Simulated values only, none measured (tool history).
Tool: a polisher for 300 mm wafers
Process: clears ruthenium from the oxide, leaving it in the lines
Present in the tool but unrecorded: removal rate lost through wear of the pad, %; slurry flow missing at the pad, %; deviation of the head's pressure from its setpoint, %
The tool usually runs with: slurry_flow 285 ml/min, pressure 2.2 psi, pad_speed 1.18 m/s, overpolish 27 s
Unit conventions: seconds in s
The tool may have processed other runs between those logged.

run	hour	slurry_flow	pressure	pad_speed	overpolish	wafers since the last listed run	wafers polished on this pad	hours since the slurry nozzle was cleaned	hours since the head pressure was calibrated	incoming thickness of the incoming film, nm	seconds
1	0	285	2.2	1.18	27	0	52	407.5	1034.2	168.1	137.9
2	17	285	2.2	1.18	27	130	182	424.5	1051.2	172.1	145.8
3	32.1	285	2.6	1.02	27	115	298	439.6	1066.3	171.5	146.2
4	41.3	285	2.6	1.02	27	70	368	448.8	1075.5	169.9	150.5
5	48.2	285	2.7	1.18	27	52	421	455.7	1082.4	168.9	120.2
6	59.9	285	2.2	1.18	27	89	510	467.4	1094.1	169.3	149.7
7	73.6	285	2.2	1.18	27	104	615	481.1	1107.8	168.2	145.2
8	82.2	285	2.2	1.18	27	65	681	489.7	1116.4	170.6	155.4
9	91.5	285	2.2	1.18	27	71	752	499	1125.7	168.5	155.6
10	107.2	315	2.2	1.48	27	120	873	514.7	1141.4	170.3	122
11	118.6	315	2.2	1.48	27	87	960	526.1	1152.8	169.2	128
12	126.6	220	2.2	1.18	27	61	1021	534.1	1160.8	168.7	161.7
13	134.4	220	2.2	1.18	27	59	1081	541.9	1168.6	166.4	160.9
# hour 142.5: head pressure recalibrated
14	143	335	2.2	1.18	27	50	1132	550.5	0.5	169.7	153.8
# hour 152.3: worn pad replaced by a new one
15	152.8	285	2.2	1.18	27	44	4	560.3	10.3	169.4	131.2
16	165.9	285	2.2	0.82	27	100	104	573.4	23.4	170.3	203.2
17	177.4	285	2.2	1.18	27	88	192	584.9	34.9	171.4	144.8
18	189.3	285	1.5	1.18	27	91	283	596.8	46.8	169.8	200.2
# hour 199.6: slurry nozzle cleaned
19	200.1	285	2.2	1.18	27	75	358	0.5	57.6	166.7	138.1
20	213.1	285	2.2	1.18	27	99	458	13.5	70.6	171.6	150.6
21	225.4	255	2.2	1.58	27	94	552	25.8	82.9	169.8	112.9
22	241.3	285	2.2	1.18	27	121	674	41.7	98.8	172.9	154.8
23	256.6	355	2.2	0.98	36	117	791	57	114.1	170.6	180.3
24	271.6	200	2.2	1.18	27	114	906	72	129.1	172.6	160
25	283.5	215	2.9	1.18	27	91	997	83.9	141	170.3	119.8
26	300.9	355	2.7	1.18	27	133	1130	101.3	158.4	167.6	125.3

Across each entry between runs, compare the hidden state at the last listed run before it with the hidden state at the first listed run after it:
Between runs 13 and 14: head pressure recalibrated (hour 142.5)
  removal rate lost through wear of the pad, %: 12.6 -> 12.8
  measured less the result without the state, seconds: +20.3 -> +19.7 s
Between runs 14 and 15: worn pad replaced by a new one (hour 152.3)
  removal rate lost through wear of the pad, %: 12.8 -> 0.17
  measured less the result without the state, seconds: +19.7 -> +0.2 s
Between runs 18 and 19: slurry nozzle cleaned (hour 199.6)
  removal rate lost through wear of the pad, %: 5.96 -> 7.09
  measured less the result without the state, seconds: +11.9 -> +9.8 s
